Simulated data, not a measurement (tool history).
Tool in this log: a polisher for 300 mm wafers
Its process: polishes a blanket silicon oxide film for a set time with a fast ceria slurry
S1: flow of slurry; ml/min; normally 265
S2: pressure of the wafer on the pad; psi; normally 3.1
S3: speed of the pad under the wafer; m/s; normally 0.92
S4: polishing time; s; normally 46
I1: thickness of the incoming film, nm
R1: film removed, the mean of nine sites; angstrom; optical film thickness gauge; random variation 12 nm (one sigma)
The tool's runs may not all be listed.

Run 1, hour 0: usual settings; I1 2067.7. Result: R1 8698 angstrom.
Run 2, hour 8.9: usual settings but S1 240 ml/min; I1 2062.9. Result: R1 8482 angstrom.
Run 3, hour 18.5: usual settings but S1 240 ml/min; I1 2065.2. Result: R1 8525 angstrom.
At hour 31.8: worn pad replaced by a new one.
Run 4, hour 33.2: usual settings but S1 240 ml/min; I1 2054.2. Result: R1 8353 angstrom.
Run 5, hour 41.7: usual settings; I1 2073. Result: R1 8820 angstrom.
Run 6, hour 48.9: usual settings but S4 51 s; I1 2086.2. Result: R1 9460 angstrom.
Run 7, hour 66.8: usual settings but S4 51 s; I1 2052.9. Result: R1 9594 angstrom.
Run 8, hour 84.1: usual settings but S4 51 s; I1 2058.5. Result: R1 9613 angstrom.
Run 9, hour 94.8: usual settings; I1 2080.5. Result: R1 8576 angstrom.
At hour 108.5: worn pad replaced by a new one.
Run 10, hour 111.5: usual settings; I1 2070.6. Result: R1 8506 angstrom.
Run 11, hour 124.5: usual settings; I1 2092.2. Result: R1 8631 angstrom.
Run 12, hour 140.9: usual settings but S4 51 s; I1 2079.7. Result: R1 9431 angstrom.
Run 13, hour 149.4: usual settings but S2 3.9 psi, S3 1.06 m/s, S4 52 s; I1 2078.8. Result: R1 14162 angstrom.
At hour 153: head pressure recalibrated.
At hour 158.6: slurry nozzle cleaned.
Run 14, hour 166.7: usual settings but S1 350 ml/min, S4 55 s; I1 2091.5. Result: R1 10656 angstrom.
Run 15, hour 176.5: usual settings but S2 2.2 psi, S4 33 s; I1 2067.7. Result: R1 4379 angstrom.
Run 16, hour 188.4: usual settings but S1 335 ml/min, S2 2.4 psi, S3 1.14 m/s, S4 59 s; I1 2065.5. Result: R1 11119 angstrom.
Run 17, hour 195.4: usual settings but S1 300 ml/min, S4 62 s; I1 2079.3. Result: R1 11870 angstrom.
At hour 201.8: worn pad replaced by a new one.
Run 18, hour 204.9: usual settings but S3 0.64 m/s, S4 34 s; I1 2090.3. Result: R1 4409 angstrom.
Run 19, hour 220.7: usual settings; I1 2074.7. Result: R1 8556 angstrom.
Run 20, hour 234: usual settings but S3 1.02 m/s, S4 37 s; I1 2082.5. Result: R1 7580 angstrom.
Run 21, hour 275.7: usual settings but S1 310 ml/min, S2 4 psi, S3 1.22 m/s, S4 31 s; I1 2101. Result: R1 10156 angstrom.
At hour 281.9: worn pad replaced by a new one.
Run 22, hour 285.5: usual settings but S2 2.2 psi; I1 2042.1. Result: R1 6212 angstrom.

Consider 4 possible next runs. They are alternatives, not a sequence: every one starts from the tool as it was left by run 22. What does each give?
Run A, hour 285.9: usual settings; I1 2038.9. Result: R1 ?.
Run B, hour 285.9: usual settings but S4 33 s; I1 2038.9. Result: R1 ?.
Run C, hour 285.9: usual settings but S3 0.76 m/s, S4 31 s; I1 2038.9. Result: R1 ?.
Run D, hour 285.9: usual settings but S1 330 ml/min; I1 2038.9. Result: R1 ?.

run    R1
  A  8618
  B  6183
  C  4798
  D  8806
The same runs, with their run-to-run variation unchanged, on a tool lacking any hidden condition would have given:
run    R1
  A  8618
  B  6183
  C  4798
  D  8806
